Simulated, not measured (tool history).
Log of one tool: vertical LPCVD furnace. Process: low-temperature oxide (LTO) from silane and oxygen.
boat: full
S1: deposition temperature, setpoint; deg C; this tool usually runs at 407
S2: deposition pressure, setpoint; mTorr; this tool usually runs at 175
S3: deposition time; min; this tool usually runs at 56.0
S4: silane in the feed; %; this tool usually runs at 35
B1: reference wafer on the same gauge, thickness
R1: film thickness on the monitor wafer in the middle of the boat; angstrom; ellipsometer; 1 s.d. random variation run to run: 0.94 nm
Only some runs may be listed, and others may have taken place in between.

run	hour	S1	S2	S3	S4	B1	R1
1	0.0	407	165	56.0	35	346.04	3255.7
2	41.7	407	165	56.0	35	345.83	3244.5
3	90.2	407	165	56.0	35	345.91	3233.0
4	126.3	407	175	56.0	38	346.14	3814.8
5	234.2	407	175	56.0	38	345.99	3816.4
6	289.7	407	175	56.0	35	346.08	3434.9
7	331.5	407	175	56.0	35	345.96	3425.5
# hour 363.8: thermocouples replaced and temperature profile calibrated
8	422.9	407	175	56.0	35	345.99	3436.2
# hour 472.2: silane flow controller replaced
9	507.1	404	195	78.0	29	345.95	3974.2
# hour 564.6: gauge calibrated
10	585.5	407	135	45.5	38	345.94	2344.2
11	636.9	407	175	78.5	35	346.08	4761.6
12	725.7	407	175	56.0	35	346.18	3425.5
13	772.3	407	175	56.0	35	346.14	3413.1
# hour 848.3: pressure gauge zeroed
14	848.8	407	175	48.5	32	345.92	2754.7
15	943.5	407	175	49.5	35	345.95	3166.1
16	1030.4	407	200	73.5	35	345.98	5365.0
17	1107.9	407	175	56.0	30	346.05	2884.1

What if the next run were any one of these 4? Each begins from the tool's condition after run 17:
A	1112.4	407	175	47.0	35	?	?
B	1112.4	403	215	39.0	35	?	?
C	1112.4	407	175	45.0	32	?	?
D	1112.4	416	175	56.0	35	?	?

run	B1	R1
A	345.98	2987.0
B	345.98	2914.2
C	345.98	2532.9
D	345.98	3928.1
Without the tool's hidden state the same runs would have given:
run	R1
A	3003.5
B	2927.3
C	2546.9
D	3949.8
